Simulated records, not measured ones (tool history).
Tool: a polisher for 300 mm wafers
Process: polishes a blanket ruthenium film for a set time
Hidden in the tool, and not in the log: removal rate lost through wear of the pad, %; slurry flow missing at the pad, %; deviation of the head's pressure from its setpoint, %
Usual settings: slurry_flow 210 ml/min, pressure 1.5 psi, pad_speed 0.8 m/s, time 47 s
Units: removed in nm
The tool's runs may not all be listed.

run,hour,slurry_flow,pressure,pad_speed,time,wafers since the last listed run,wafers polished on this pad,hours since the slurry nozzle was cleaned,hours since the head pressure was calibrated,"incoming thickness of the incoming film, nm",removed
1,0,210,1.5,0.8,47,0,1599,136.8,689.4,376.5,34.1
2,30.2,210,1.5,0.8,47,373,1972,167,719.6,371.9,34.3
# hour 41.4: head pressure recalibrated
3,60.8,210,1.5,0.92,47,353,2325,197.6,19.4,372.6,36.3
4,100.2,210,1.5,0.92,47,486,2812,237,58.8,371.3,36.9
5,127.1,210,1.5,0.8,47,332,3144,263.9,85.7,365.8,33.4
6,184.9,210,1.5,0.8,47,714,3859,321.7,143.5,367.7,33.3
7,248.4,210,1.5,0.8,47,784,4643,385.2,207,364.2,33.5
8,295.3,210,1.5,0.8,47,579,5223,432.1,253.9,369.3,33.4
# hour 338.3: worn pad replaced by a new one
9,354,210,1.5,0.8,47,675,194,490.8,312.6,369.5,32.2
# hour 403.9: slurry nozzle cleaned
10,411.4,210,1.5,0.8,47,696,891,7.5,370,367.4,31.4
11,454.8,210,1.5,0.8,47,536,1427,50.9,413.4,373.1,30.9
12,522.3,210,1.5,0.8,47,833,2261,118.4,480.9,375.8,30.8
13,574.4,210,1.5,0.8,47,643,2904,170.5,533,370.9,30.1
14,610.1,210,1.5,0.8,47,441,3345,206.2,568.7,372.7,30.1
15,640.8,210,1.5,0.8,47,379,3725,236.9,599.4,370.8,29.9
16,672,210,1.5,0.8,47,385,4110,268.1,630.6,372.4,30.2
# hour 690.6: head pressure recalibrated
17,743.6,210,1.5,0.8,47,859,4970,339.7,53,370.8,30.6
18,770.1,190,1,0.8,62,327,5298,366.2,79.5,368.7,30.2
19,798.3,210,1.5,0.8,40,348,5646,394.4,107.7,372.1,25.9
# hour 821.6: worn pad replaced by a new one, repeated, since the last time left the tool worse
20,868.3,275,1.5,0.9,47,815,576,464.4,177.7,365.3,38.5
# hour 873.6: slurry nozzle cleaned
21,1035.3,210,1.5,0.56,41,2050,2627,161.7,344.7,370.7,24.4
22,1068.7,155,1,0.8,60,412,3040,195.1,378.1,374.3,32.7
23,1122.9,265,1,1,39,669,3710,249.3,432.3,369.8,24.7
24,1158.1,210,1.5,0.8,47,434,4144,284.5,467.5,374.7,33.5
25,1228.7,270,1.7,0.8,34,872,5017,355.1,538.1,374.4,27.6
# hour 1251.5: head pressure recalibrated
26,1261.9,210,1.5,0.8,47,385,5402,388.3,10.4,373.5,33.7
27,1296.8,210,1.7,0.98,47,431,5833,423.2,45.3,364.5,41.8
# hour 1318.2: worn pad replaced by a new one
28,1329.7,210,1.5,1.04,47,357,142,456.1,78.2,370.8,41.6
29,1383.5,275,1.9,0.52,34,664,807,509.9,132,361.7,23.9
# hour 1389.7: slurry nozzle cleaned
30,1442.1,210,1.5,0.66,47,711,1518,52.4,190.6,366.1,30.6
31,1483,185,1.5,0.52,47,505,2024,93.3,231.5,372,26.4
32,1538.5,275,1.5,0.9,47,685,2709,148.8,287,363.5,37.8
33,1574.9,275,1.3,0.68,38,449,3159,185.2,323.4,371.9,23
34,1601.5,170,2,0.7,59,328,3488,211.8,350,371,49
35,1655.4,210,1.5,0.8,47,665,4154,265.7,403.9,370.6,33.5
36,1720.4,210,1.5,0.8,47,803,4957,330.7,468.9,378,34
# hour 1748.9: worn pad replaced by a new one
37,1775.6,210,1.5,0.8,60,632,330,385.9,524.1,367.6,44.5
38,1807.2,210,1.5,0.8,47,390,720,417.5,555.7,369.6,34.1

How the hidden state differs across the entries between the runs, from the last listed run before each to the first after it:
Between runs 2 and 3: head pressure recalibrated (hour 41.4)
  removal rate lost through wear of the pad, %: 4.96 -> 5.31
  measured less the result without the state, removed: -1.8 -> -2 nm
Between runs 8 and 9: worn pad replaced by a new one (hour 338.3)
  removal rate lost through wear of the pad, %: 6.53 -> 10.9
  measured less the result without the state, removed: -2.3 -> -3.9 nm
Between runs 9 and 10: slurry nozzle cleaned (hour 403.9)
  removal rate lost through wear of the pad, %: 10.9 -> 12.5
  measured less the result without the state, removed: -3.9 -> -4.5 nm
Between runs 16 and 17: head pressure recalibrated (hour 690.6)
  removal rate lost through wear of the pad, %: 15.2 -> 15.5
  measured less the result without the state, removed: -5.4 -> -5.6 nm
Between runs 19 and 20: worn pad replaced by a new one, repeated, since the last time left the tool worse (hour 821.6)
  removal rate lost through wear of the pad, %: 15.6 -> 2.3
  measured less the result without the state, removed: -4.8 -> -0.9 nm
Between runs 20 and 21: slurry nozzle cleaned (hour 873.6)
  removal rate lost through wear of the pad, %: 2.3 -> 4.98
  measured less the result without the state, removed: -0.9 -> -1.3 nm
Between runs 25 and 26: head pressure recalibrated (hour 1251.5)
  removal rate lost through wear of the pad, %: 5.94 -> 6.02
  measured less the result without the state, removed: -1.7 -> -2.2 nm
Between runs 27 and 28: worn pad replaced by a new one (hour 1318.2)
  removal rate lost through wear of the pad, %: 6.08 -> 1.09
  measured less the result without the state, removed: -2.7 -> -0.4 nm
Between runs 29 and 30: slurry nozzle cleaned (hour 1389.7)
  removal rate lost through wear of the pad, %: 2.6 -> 3.74
  measured less the result without the state, removed: -0.7 -> -1.2 nm
Between runs 36 and 37: worn pad replaced by a new one (hour 1748.9)
  removal rate lost through wear of the pad, %: 5.76 -> 1.54
  measured less the result without the state, removed: -2.1 -> -0.7 nm
